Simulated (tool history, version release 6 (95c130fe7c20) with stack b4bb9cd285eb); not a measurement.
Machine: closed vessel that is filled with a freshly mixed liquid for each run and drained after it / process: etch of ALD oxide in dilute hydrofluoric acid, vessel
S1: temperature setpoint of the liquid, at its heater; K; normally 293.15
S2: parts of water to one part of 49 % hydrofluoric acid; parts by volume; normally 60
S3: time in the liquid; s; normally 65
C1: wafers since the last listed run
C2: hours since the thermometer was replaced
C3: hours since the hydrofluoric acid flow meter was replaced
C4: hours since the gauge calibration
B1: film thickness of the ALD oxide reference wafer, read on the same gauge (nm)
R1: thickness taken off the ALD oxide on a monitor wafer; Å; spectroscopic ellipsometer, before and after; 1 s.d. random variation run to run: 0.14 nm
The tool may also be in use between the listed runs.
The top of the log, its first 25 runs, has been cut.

{"run": 26, "hour": 377.3, "S1": 293.15, "S2": 80, "S3": 65, "C1": 1031, "C2": 209.9, "C3": 146.8, "C4": 163.8, "B1": 149.98, "R1": 105}
{"run": 27, "hour": 392.4, "S1": 296.15, "S2": 60, "S3": 65, "C1": 1441, "C2": 225, "C3": 161.9, "C4": 178.9, "B1": 150.01, "R1": 162.8}
{"run": 28, "hour": 407.1, "S1": 297.15, "S2": 60, "S3": 30, "C1": 1403, "C2": 239.7, "C3": 176.6, "C4": 193.6, "B1": 149.99, "R1": 77}
{"run": 29, "hour": 419.5, "S1": 293.15, "S2": 85, "S3": 65, "C1": 1183, "C2": 252.1, "C3": 189, "C4": 206, "B1": 149.95, "R1": 97}
{"run": 30, "hour": 453.9, "S1": 293.15, "S2": 70, "S3": 65, "C1": 3284, "C2": 286.5, "C3": 223.4, "C4": 240.4, "B1": 150.03, "R1": 122.1}
{"run": 31, "hour": 463.8, "S1": 297.65, "S2": 60, "S3": 35, "C1": 945, "C2": 296.4, "C3": 233.3, "C4": 250.3, "B1": 149.98, "R1": 92.7}
{"run": 32, "hour": 495.9, "S1": 290.15, "S2": 35, "S3": 30, "C1": 3064, "C2": 328.5, "C3": 265.4, "C4": 282.4, "B1": 150.02, "R1": 101.6}
{"run": 33, "hour": 506.9, "S1": 293.15, "S2": 60, "S3": 100, "C1": 1050, "C2": 339.5, "C3": 276.4, "C4": 293.4, "B1": 149.98, "R1": 221.9}
{"run": 34, "hour": 517.7, "S1": 297.65, "S2": 85, "S3": 50, "C1": 1031, "C2": 350.3, "C3": 287.2, "C4": 304.2, "B1": 149.99, "R1": 89.8}
{"run": 35, "hour": 527.0, "S1": 291.15, "S2": 45, "S3": 40, "C1": 887, "C2": 359.6, "C3": 296.5, "C4": 313.5, "B1": 150, "R1": 107.8}

Branching from run 35: 4 alternative next runs. What would each branch give?
{"run": "A", "hour": 527.7, "S1": 293.15, "S2": 60, "S3": 45, "C1": 66, "C2": 360.3, "C3": 297.2, "C4": 314.2, "B1": "?", "R1": "?"}
{"run": "B", "hour": 527.7, "S1": 290.15, "S2": 60, "S3": 95, "C1": 66, "C2": 360.3, "C3": 297.2, "C4": 314.2, "B1": "?", "R1": "?"}
{"run": "C", "hour": 527.7, "S1": 293.15, "S2": 60, "S3": 35, "C1": 66, "C2": 360.3, "C3": 297.2, "C4": 314.2, "B1": "?", "R1": "?"}
{"run": "D", "hour": 527.7, "S1": 290.15, "S2": 70, "S3": 95, "C1": 66, "C2": 360.3, "C3": 297.2, "C4": 314.2, "B1": "?", "R1": "?"}

run=A B1=150.02 R1=99.9
run=B B1=150.02 R1=185.6
run=C B1=150.02 R1=77.7
run=D B1=150.02 R1=157.3
Without the tool's hidden state the same runs would have given:
run=A R1=99.9
run=B R1=185.6
run=C R1=77.7
run=D R1=157.3
